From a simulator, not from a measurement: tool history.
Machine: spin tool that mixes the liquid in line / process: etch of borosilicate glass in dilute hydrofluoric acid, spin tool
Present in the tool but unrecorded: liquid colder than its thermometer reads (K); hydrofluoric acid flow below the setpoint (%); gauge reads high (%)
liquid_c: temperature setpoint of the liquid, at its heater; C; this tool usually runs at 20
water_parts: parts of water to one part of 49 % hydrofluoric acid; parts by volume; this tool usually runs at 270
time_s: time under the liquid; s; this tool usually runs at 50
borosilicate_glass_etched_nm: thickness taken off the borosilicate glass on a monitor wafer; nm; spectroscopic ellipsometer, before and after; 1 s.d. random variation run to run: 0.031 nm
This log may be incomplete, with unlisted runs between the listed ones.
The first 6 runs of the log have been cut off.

run	hour	liquid_c	water_parts	time_s	wafers since the last listed run	hours since the thermometer was replaced	hours since the hydrofluoric acid flow meter was replaced	hours since the gauge calibration	read-back film thickness of the borosilicate glass reference wafer, read on the same gauge (nm)	borosilicate_glass_etched_nm
7	511	20	270	50	1005	1023.4	316.9	440.7	120.001	3.669
8	554.8	20	270	50	465	1067.2	360.7	484.5	119.991	3.685
9	624.5	20	310	50	740	1136.9	430.4	554.2	120.035	3.137
10	678.2	20	310	50	570	1190.6	484.1	607.9	120.02	3.038
11	768.9	17.5	175	50	963	1281.3	574.8	698.6	120.034	5.554
12	833.7	17.5	175	50	688	1346.1	639.6	763.4	120.015	5.497
13	887.1	17.5	175	50	567	1399.5	693	816.8	120.017	5.486
14	983.8	20	270	50	1027	1496.2	789.7	913.5	120.049	3.545
15	1064	17.5	270	50	852	1576.4	869.9	993.7	120.05	3.238
16	1158.5	20	345	50	1004	1670.9	964.4	1088.2	119.987	2.559
17	1261.2	20	270	65	1091	1773.6	1067.1	1190.9	120.001	4.478
18	1367.7	24.5	325	60	1131	1880.1	1173.6	1297.4	120.012	3.824
19	1427.8	22	315	50	638	1940.2	1233.7	1357.5	120.009	3.041
# hour 1443.7: hydrofluoric acid flow meter replaced
20	1520	20	305	60	969	2032.4	76.3	1449.7	119.991	3.731
21	1556	20	270	60	382	2068.4	112.3	1485.7	120.031	4.335
# hour 1596.3: thermometer replaced
22	1616.6	20	400	50	633	20.3	172.9	1546.3	119.987	2.337
23	1702.5	17	210	50	912	106.2	258.8	1632.2	120.006	4.601
# hour 1728.8: gauge calibrated
24	1756.7	20	210	75	575	160.4	313	27.9	119.977	7.624
25	1957.7	20	270	50	2135	361.4	514	228.9	119.982	3.681
26	2026.4	20	355	50	729	430.1	582.7	297.6	119.999	2.632

The next listed run, before its measurement:
27	2104.3	22	180	50	827	508	660.6	375.5	?	?

read-back film thickness of the borosilicate glass reference wafer, read on the same gauge (nm): 119.985
borosilicate_glass_etched_nm: 6.544 nm
Had the tool carried no hidden state, the very same run would have given borosilicate_glass_etched_nm 6.901 nm.
